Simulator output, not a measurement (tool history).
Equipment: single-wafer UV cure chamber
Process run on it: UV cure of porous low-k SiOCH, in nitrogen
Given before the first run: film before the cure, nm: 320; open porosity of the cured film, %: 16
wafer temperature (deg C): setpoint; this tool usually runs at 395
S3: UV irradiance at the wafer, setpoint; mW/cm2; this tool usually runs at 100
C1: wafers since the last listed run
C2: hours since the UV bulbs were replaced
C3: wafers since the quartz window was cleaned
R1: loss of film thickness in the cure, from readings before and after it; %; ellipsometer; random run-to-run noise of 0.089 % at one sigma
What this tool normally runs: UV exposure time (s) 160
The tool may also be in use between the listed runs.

{"run": 1, "hour": 0.0, "wafer temperature (deg C)": 395, "UV exposure time (s)": 160, "S3": 100, "C1": 0, "C2": 2280.9, "C3": 1390, "R1": 7.685}
{"run": 2, "hour": 13.7, "wafer temperature (deg C)": 395, "UV exposure time (s)": 160, "S3": 100, "C1": 98, "C2": 2294.6, "C3": 1489, "R1": 7.716}
{"run": 3, "hour": 26.9, "wafer temperature (deg C)": 395, "UV exposure time (s)": 160, "S3": 100, "C1": 95, "C2": 2307.8, "C3": 1584, "R1": 7.659}
{"run": 4, "hour": 35.8, "wafer temperature (deg C)": 395, "UV exposure time (s)": 160, "S3": 100, "C1": 64, "C2": 2316.7, "C3": 1649, "R1": 7.49}
{"run": 5, "hour": 50.2, "wafer temperature (deg C)": 395, "UV exposure time (s)": 160, "S3": 100, "C1": 103, "C2": 2331.1, "C3": 1753, "R1": 7.534}
{"run": 6, "hour": 89.8, "wafer temperature (deg C)": 395, "UV exposure time (s)": 120, "S3": 100, "C1": 285, "C2": 2370.7, "C3": 2039, "R1": 6.224}
{"run": 7, "hour": 97.5, "wafer temperature (deg C)": 395, "UV exposure time (s)": 205, "S3": 100, "C1": 55, "C2": 2378.4, "C3": 2094, "R1": 8.347}
{"run": 8, "hour": 109.6, "wafer temperature (deg C)": 395, "UV exposure time (s)": 205, "S3": 100, "C1": 87, "C2": 2390.5, "C3": 2182, "R1": 8.313}
{"run": 9, "hour": 124.3, "wafer temperature (deg C)": 395, "UV exposure time (s)": 205, "S3": 100, "C1": 106, "C2": 2405.2, "C3": 2288, "R1": 8.27}
{"run": 10, "hour": 137.5, "wafer temperature (deg C)": 395, "UV exposure time (s)": 160, "S3": 100, "C1": 95, "C2": 2418.4, "C3": 2383, "R1": 7.256}
{"hour": 156.0, "done": "UV bulbs replaced"}
{"run": 11, "hour": 156.5, "wafer temperature (deg C)": 395, "UV exposure time (s)": 160, "S3": 100, "C1": 79, "C2": 0.5, "C3": 2463, "R1": 9.579}
{"run": 12, "hour": 168.8, "wafer temperature (deg C)": 395, "UV exposure time (s)": 160, "S3": 100, "C1": 88, "C2": 12.8, "C3": 2551, "R1": 9.716}
{"run": 13, "hour": 177.2, "wafer temperature (deg C)": 395, "UV exposure time (s)": 160, "S3": 100, "C1": 60, "C2": 21.2, "C3": 2612, "R1": 9.748}
{"run": 14, "hour": 189.8, "wafer temperature (deg C)": 395, "UV exposure time (s)": 160, "S3": 100, "C1": 90, "C2": 33.8, "C3": 2703, "R1": 9.643}
{"run": 15, "hour": 202.4, "wafer temperature (deg C)": 395, "UV exposure time (s)": 160, "S3": 100, "C1": 90, "C2": 46.4, "C3": 2794, "R1": 9.542}
{"run": 16, "hour": 215.3, "wafer temperature (deg C)": 401, "UV exposure time (s)": 95, "S3": 100, "C1": 93, "C2": 59.3, "C3": 2887, "R1": 7.491}
{"run": 17, "hour": 229.0, "wafer temperature (deg C)": 395, "UV exposure time (s)": 105, "S3": 65, "C1": 98, "C2": 73.0, "C3": 2986, "R1": 6.04}
{"run": 18, "hour": 244.6, "wafer temperature (deg C)": 401, "UV exposure time (s)": 235, "S3": 81, "C1": 112, "C2": 88.6, "C3": 3099, "R1": 10.432}
{"run": 19, "hour": 258.0, "wafer temperature (deg C)": 395, "UV exposure time (s)": 160, "S3": 100, "C1": 96, "C2": 102.0, "C3": 3196, "R1": 9.629}
{"run": 20, "hour": 267.9, "wafer temperature (deg C)": 395, "UV exposure time (s)": 205, "S3": 74, "C1": 71, "C2": 111.9, "C3": 3267, "R1": 9.353}
{"run": 21, "hour": 285.2, "wafer temperature (deg C)": 408, "UV exposure time (s)": 210, "S3": 66, "C1": 124, "C2": 129.2, "C3": 3392, "R1": 9.18}
{"run": 22, "hour": 291.7, "wafer temperature (deg C)": 385, "UV exposure time (s)": 220, "S3": 89, "C1": 46, "C2": 135.7, "C3": 3439, "R1": 10.387}
{"hour": 304.9, "done": "quartz window cleaned"}
{"run": 23, "hour": 305.4, "wafer temperature (deg C)": 395, "UV exposure time (s)": 160, "S3": 114, "C1": 41, "C2": 149.4, "C3": 3, "R1": 10.58}
{"run": 24, "hour": 310.9, "wafer temperature (deg C)": 395, "UV exposure time (s)": 160, "S3": 100, "C1": 39, "C2": 154.9, "C3": 42, "R1": 10.027}
{"run": 25, "hour": 347.5, "wafer temperature (deg C)": 395, "UV exposure time (s)": 160, "S3": 100, "C1": 264, "C2": 191.5, "C3": 307, "R1": 9.85}
{"run": 26, "hour": 355.2, "wafer temperature (deg C)": 395, "UV exposure time (s)": 160, "S3": 100, "C1": 55, "C2": 199.2, "C3": 362, "R1": 9.941}
{"run": 27, "hour": 397.1, "wafer temperature (deg C)": 395, "UV exposure time (s)": 160, "S3": 129, "C1": 302, "C2": 241.1, "C3": 665, "R1": 11.058}
{"run": 28, "hour": 403.5, "wafer temperature (deg C)": 395, "UV exposure time (s)": 160, "S3": 100, "C1": 46, "C2": 247.5, "C3": 711, "R1": 9.827}
{"run": 29, "hour": 418.4, "wafer temperature (deg C)": 411, "UV exposure time (s)": 225, "S3": 133, "C1": 107, "C2": 262.4, "C3": 819, "R1": 13.091}
{"run": 30, "hour": 435.6, "wafer temperature (deg C)": 395, "UV exposure time (s)": 115, "S3": 133, "C1": 124, "C2": 279.6, "C3": 943, "R1": 9.723}
{"run": 31, "hour": 453.5, "wafer temperature (deg C)": 411, "UV exposure time (s)": 160, "S3": 115, "C1": 129, "C2": 297.5, "C3": 1072, "R1": 10.556}

5 options for the next run, each taken on its own from the tool as it stands now. Forecast them:
{"run": "A", "hour": 454.0, "wafer temperature (deg C)": 395, "UV exposure time (s)": 160, "S3": 100, "C1": 3, "C2": 298.0, "C3": 1076, "R1": "?"}
{"run": "B", "hour": 454.0, "wafer temperature (deg C)": 389, "UV exposure time (s)": 160, "S3": 100, "C1": 3, "C2": 298.0, "C3": 1076, "R1": "?"}
{"run": "C", "hour": 454.0, "wafer temperature (deg C)": 389, "UV exposure time (s)": 120, "S3": 139, "C1": 3, "C2": 298.0, "C3": 1076, "R1": "?"}
{"run": "D", "hour": 454.0, "wafer temperature (deg C)": 379, "UV exposure time (s)": 195, "S3": 100, "C1": 3, "C2": 298.0, "C3": 1076, "R1": "?"}
{"run": "E", "hour": 454.0, "wafer temperature (deg C)": 395, "UV exposure time (s)": 120, "S3": 139, "C1": 3, "C2": 298.0, "C3": 1076, "R1": "?"}

run=A R1=9.712
run=B R1=9.606
run=C R1=9.793
run=D R1=10.318
run=E R1=9.899
With the hidden condition removed and each run's random variation left untouched, the same runs would have given:
run=A R1=10.151
run=B R1=10.044
run=C R1=10.233
run=D R1=10.766
run=E R1=10.341
